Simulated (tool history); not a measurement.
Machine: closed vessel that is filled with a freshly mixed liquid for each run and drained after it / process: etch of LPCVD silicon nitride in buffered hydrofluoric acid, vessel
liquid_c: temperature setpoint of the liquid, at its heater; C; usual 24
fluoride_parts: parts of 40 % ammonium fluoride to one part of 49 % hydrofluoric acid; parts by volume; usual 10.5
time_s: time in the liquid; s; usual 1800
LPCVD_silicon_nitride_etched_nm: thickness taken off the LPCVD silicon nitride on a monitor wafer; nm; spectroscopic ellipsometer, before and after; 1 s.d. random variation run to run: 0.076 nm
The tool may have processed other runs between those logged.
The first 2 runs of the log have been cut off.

run	hour	liquid_c	fluoride_parts	time_s	read-back film thickness of the LPCVD silicon nitride reference wafer, read on the same gauge (nm)	LPCVD_silicon_nitride_etched_nm
3	131.5	24	10.5	2055	120	28.28
4	201.7	24	10.5	2055	120.01	28.35
5	236.5	24	10.5	1800	120.01	24.98
6	300.5	24	10.5	1800	120.03	24.86
7	357.4	24	10.5	1800	120.01	24.92
8	392.4	24	10.5	1800	119.99	24.8
# hour 471: hydrofluoric acid flow meter replaced
# hour 518.8: gauge calibrated
9	565.5	24	10.5	1800	120	25.04
# hour 596.2: thermometer replaced
10	613	24	10.5	1800	119.99	24.92
11	640.2	25.5	10.5	1800	119.99	26.88
12	680	25.5	10.5	1800	120.02	26.98
13	723.3	25.5	10.5	1800	120.02	26.96
14	793.8	24	10.5	1800	120	24.86
15	821.8	24	10.5	1800	120.02	24.9
16	853.7	27.5	10.5	1180	119.98	19.81
# hour 857.5: hydrofluoric acid flow meter replaced
17	913.7	24	10.5	1800	120.01	24.89

Run 18 is up next; what results do you expect?
18	966.1	20.5	10.5	1500	?	?

Run 18 came out at read-back film thickness of the LPCVD silicon nitride reference wafer, read on the same gauge (nm) 120, LPCVD_silicon_nitride_etched_nm 17.13 nm.
Minus the tool's unlogged condition, the same run would have read LPCVD_silicon_nitride_etched_nm 17.13 nm.
